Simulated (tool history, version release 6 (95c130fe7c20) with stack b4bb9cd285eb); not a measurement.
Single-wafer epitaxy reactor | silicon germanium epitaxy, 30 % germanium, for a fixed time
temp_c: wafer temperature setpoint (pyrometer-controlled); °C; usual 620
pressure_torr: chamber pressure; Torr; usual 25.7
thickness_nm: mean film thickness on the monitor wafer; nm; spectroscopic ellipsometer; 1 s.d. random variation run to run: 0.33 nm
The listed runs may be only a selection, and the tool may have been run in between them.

run	hour	temp_c	pressure_torr	wafers since the last listed run	hours since the last pyrometer calibration	hours since the last manometer calibration	hours since the showerhead was replaced	hours since the gauge calibration	read-back reference wafer on the same gauge, thickness_nm	thickness_nm
1	0	620	25.7	0	1787.7	1253.6	3439.1	173	107.408	89.997
2	50.3	620	25.7	980	1838	1303.9	3489.4	223.3	107.318	90.162
3	69	620	25.7	364	1856.7	1322.6	3508.1	242	107.272	89.926
4	96.8	611	25.7	541	1884.5	1350.4	3535.9	269.8	107.235	76.44
5	113.2	611	25.7	319	1900.9	1366.8	3552.3	286.2	107.16	76.147
6	130.7	611	25.7	341	1918.4	1384.3	3569.8	303.7	107.359	75.644
7	158.8	620	25.7	547	1946.5	1412.4	3597.9	331.8	107.212	89.445
8	172.6	620	25.7	269	1960.3	1426.2	3611.7	345.6	107.218	89.606
# hour 183.2: showerhead replaced
9	200.8	620	25.7	393	1988.5	1454.4	17.6	373.8	106.958	89.484
10	232.3	620	25.7	614	2020	1485.9	49.1	405.3	107.238	89.99
11	256.2	608	22.4	465	2043.9	1509.8	73	429.2	107.047	66.165
12	276	620	25.7	385	2063.7	1529.6	92.8	449	107.029	89.843
# hour 297.7: gauge calibrated
13	300.6	620	25.7	479	2088.3	1554.2	117.4	2.9	108.508	90.971
# hour 317: capacitance manometer re-zeroed and calibrated
14	328.9	625	23.8	395	2116.6	11.9	145.7	31.2	108.351	94.486
15	359.3	620	20.9	592	2147	42.3	176.1	61.6	108.009	80.227
# hour 378.5: pyrometer calibrated
16	394.5	620	30.4	530	16	77.5	211.3	96.8	107.905	98.728
17	417.2	608	25.7	442	38.7	100.2	234	119.5	107.588	72.398

What does the tool deliver on the next run?
18	433.5	609	29.6	317	55	116.5	250.3	135.8	?	?

Run 18 measured read-back reference wafer on the same gauge, thickness_nm 107.37, thickness_nm 79.459 nm.
Were there no unlogged condition in the tool, this run, its random variation unchanged, would have produced thickness_nm 80.4 nm.

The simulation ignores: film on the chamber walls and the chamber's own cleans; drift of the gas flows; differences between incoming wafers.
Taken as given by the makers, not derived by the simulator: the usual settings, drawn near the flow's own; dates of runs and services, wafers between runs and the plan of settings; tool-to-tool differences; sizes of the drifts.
